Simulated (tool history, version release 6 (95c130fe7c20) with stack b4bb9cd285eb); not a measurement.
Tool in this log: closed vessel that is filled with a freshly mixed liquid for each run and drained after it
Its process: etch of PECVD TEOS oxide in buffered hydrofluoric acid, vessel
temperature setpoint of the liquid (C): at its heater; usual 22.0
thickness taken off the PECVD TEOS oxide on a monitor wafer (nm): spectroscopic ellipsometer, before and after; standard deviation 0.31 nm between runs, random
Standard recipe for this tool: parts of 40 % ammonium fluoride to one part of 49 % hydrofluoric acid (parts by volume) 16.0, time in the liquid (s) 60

| run | hour | temperature setpoint of the liquid (C) | parts of 40 % ammonium fluoride to one part of 49 % hydrofluoric acid (parts by volume) | time in the liquid (s) | wafers since the last listed run | hours since the thermometer was replaced | hours since the hydrofluoric acid flow meter was replaced | hours since the gauge calibration | read-back film thickness of the PECVD TEOS oxide reference wafer, read on the same gauge (nm) | thickness taken off the PECVD TEOS oxide on a monitor wafer (nm) |
|---|---|---|---|---|---|---|---|---|---|---|
| 1 | 0.0 | 22.0 | 16.0 | 60 | 0 | 1931.3 | 392.5 | 399.7 | 49.98 | 91.93 |
| 2 | 27.9 | 22.0 | 12.5 | 60 | 1827 | 1959.2 | 420.4 | 427.6 | 50.03 | 117.00 |
| 3 | 85.9 | 22.0 | 12.5 | 60 | 3799 | 2017.2 | 478.4 | 485.6 | 50.00 | 116.94 |
| 4 | 124.3 | 22.0 | 12.5 | 60 | 2515 | 2055.6 | 516.8 | 524.0 | 50.01 | 116.52 |
| 5 | 207.7 | 22.0 | 16.0 | 60 | 5464 | 2139.0 | 600.2 | 607.4 | 50.01 | 91.87 |
| 6 | 247.2 | 22.0 | 16.0 | 60 | 2587 | 2178.5 | 639.7 | 646.9 | 49.98 | 91.31 |
| 7 | 288.5 | 22.0 | 16.0 | 60 | 2705 | 2219.8 | 681.0 | 688.2 | 50.02 | 91.64 |
| 8 | 317.5 | 22.0 | 20.0 | 60 | 1899 | 2248.8 | 710.0 | 717.2 | 50.00 | 73.86 |
|  | 354.5 | hydrofluoric acid flow meter replaced |
| 9 | 359.0 | 22.0 | 16.0 | 75 | 2653 | 2290.3 | 4.5 | 758.7 | 50.00 | 116.34 |
| 10 | 535.1 | 23.0 | 20.0 | 60 | 11537 | 2466.4 | 180.6 | 934.8 | 49.98 | 78.60 |
| 11 | 571.4 | 23.0 | 20.0 | 60 | 2378 | 2502.7 | 216.9 | 971.1 | 50.01 | 78.63 |
|  | 587.5 | gauge calibrated |
| 12 | 629.9 | 23.0 | 20.0 | 60 | 3832 | 2561.2 | 275.4 | 42.4 | 50.01 | 78.37 |
|  | 652.7 | thermometer replaced |
| 13 | 684.6 | 22.0 | 16.0 | 60 | 3518 | 31.9 | 330.1 | 97.1 | 50.00 | 91.92 |
| 14 | 731.8 | 22.0 | 16.0 | 60 | 3092 | 79.1 | 377.3 | 144.3 | 50.01 | 91.84 |
| 15 | 802.5 | 22.0 | 12.5 | 60 | 4631 | 149.8 | 448.0 | 215.0 | 49.99 | 116.64 |
| 16 | 854.3 | 22.0 | 10.5 | 40 | 3393 | 201.6 | 499.8 | 266.8 | 49.99 | 92.29 |
| 17 | 891.7 | 25.0 | 16.0 | 60 | 2450 | 239.0 | 537.2 | 304.2 | 50.00 | 107.48 |
|  | 918.8 | hydrofluoric acid flow meter replaced |
| 18 | 936.4 | 25.0 | 20.5 | 30 | 2863 | 283.7 | 17.6 | 348.9 | 50.01 | 42.99 |
| 19 | 986.5 | 20.5 | 16.0 | 50 | 3282 | 333.8 | 67.7 | 399.0 | 50.01 | 70.70 |
| 20 | 1017.9 | 22.0 | 16.0 | 60 | 2057 | 365.2 | 99.1 | 430.4 | 49.98 | 92.59 |
| 21 | 1077.1 | 22.0 | 16.0 | 50 | 3878 | 424.4 | 158.3 | 489.6 | 50.00 | 77.18 |
| 22 | 1148.9 | 25.0 | 20.5 | 30 | 4704 | 496.2 | 230.1 | 561.4 | 49.98 | 43.14 |
| 23 | 1202.9 | 22.0 | 16.0 | 60 | 3537 | 550.2 | 284.1 | 615.4 | 49.98 | 92.31 |
| 24 | 1232.6 | 22.0 | 11.5 | 70 | 1945 | 579.9 | 313.8 | 645.1 | 50.02 | 148.37 |
| 25 | 1289.0 | 20.5 | 20.5 | 60 | 3695 | 636.3 | 370.2 | 701.5 | 49.98 | 66.94 |
| 26 | 1352.4 | 25.5 | 16.0 | 75 | 4153 | 699.7 | 433.6 | 764.9 | 50.00 | 137.98 |
| 27 | 1406.2 | 18.5 | 20.0 | 80 | 3524 | 753.5 | 487.4 | 818.7 | 49.99 | 80.08 |
| 28 | 1446.8 | 20.5 | 11.5 | 90 | 2659 | 794.1 | 528.0 | 859.3 | 50.01 | 173.85 |
| 29 | 1510.3 | 22.0 | 20.0 | 80 | 4160 | 857.6 | 591.5 | 922.8 | 49.96 | 98.15 |

Branching from run 29: 3 alternative next runs. What would each branch give?
| A | 1511.0 | 23.5 | 16.0 | 60 | 45 | 858.3 | 592.2 | 923.5 | ? | ? |
| B | 1511.0 | 25.5 | 18.0 | 95 | 45 | 858.3 | 592.2 | 923.5 | ? | ? |
| C | 1511.0 | 19.5 | 16.0 | 50 | 45 | 858.3 | 592.2 | 923.5 | ? | ? |

| run | read-back film thickness of the PECVD TEOS oxide reference wafer, read on the same gauge (nm) | thickness taken off the PECVD TEOS oxide on a monitor wafer (nm) |
|---|---|---|
| A | 49.98 | 98.90 |
| B | 49.98 | 155.50 |
| C | 49.98 | 66.00 |
Take away the tool's hidden state, keep each run's random variation, and the runs would have read:
| run | thickness taken off the PECVD TEOS oxide on a monitor wafer (nm) |
|---|---|
| A | 101.28 |
| B | 159.25 |
| C | 67.59 |
